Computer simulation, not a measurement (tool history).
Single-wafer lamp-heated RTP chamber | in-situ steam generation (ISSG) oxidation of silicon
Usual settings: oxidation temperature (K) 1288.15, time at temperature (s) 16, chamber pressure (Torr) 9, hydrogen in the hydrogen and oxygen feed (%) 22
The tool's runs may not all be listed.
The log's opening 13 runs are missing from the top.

run,hour,oxidation temperature (K),time at temperature (s),chamber pressure (Torr),hydrogen in the hydrogen and oxygen feed (%),"read-back reference wafer on the same gauge, thickness",oxide thickness on the monitor wafer (angstrom)
14,196.8,1304.15,14,7.8,27,5.499,52.35
15,212.4,1281.15,14,7.9,19,5.499,43.32
# hour 225.4: pressure gauge zeroed
16,229.1,1303.15,14,9.5,30,5.508,52.73
17,240.5,1288.15,16,9,22,5.502,49
18,251.5,1288.15,16,9,22,5.502,48.79
19,264,1308.15,16,9,28,5.491,56.96
20,276.2,1304.15,16,9,22,5.492,53
21,284.6,1288.15,16,7.8,22,5.495,49.48
22,299.2,1288.15,16,9,22,5.501,49.11
23,309.9,1288.15,13,9,19,5.511,43.31
24,318.8,1283.15,12,8.6,14,5.497,38.37
25,326.3,1288.15,16,7.6,22,5.502,49.9
26,338.1,1288.15,16,10.2,22,5.503,48.57
27,351.3,1288.15,16,9,22,5.503,49.66
28,357.9,1307.15,18,7.9,27,5.496,61.01
29,366.3,1288.15,16,9,22,5.501,49.46
30,384.2,1288.15,16,10.2,26,5.495,50.22

Branching from run 30: 5 alternative next runs. What would each branch give?
A,384.7,1288.15,16,9,22,?,?
B,384.7,1276.15,21,8,22,?,?
C,384.7,1282.15,16,7.8,22,?,?
D,384.7,1307.15,13,10.2,30,?,?
E,384.7,1288.15,21,9.8,31,?,?

run,"read-back reference wafer on the same gauge, thickness",oxide thickness on the monitor wafer (angstrom)
A,5.505,49.57
B,5.505,53.93
C,5.505,48.73
D,5.505,51.36
E,5.505,60.2
The same runs, with their run-to-run variation unchanged, on a tool lacking any hidden condition would have given:
run,oxide thickness on the monitor wafer (angstrom)
A,48.65
B,52.92
C,47.86
D,50.35
E,59
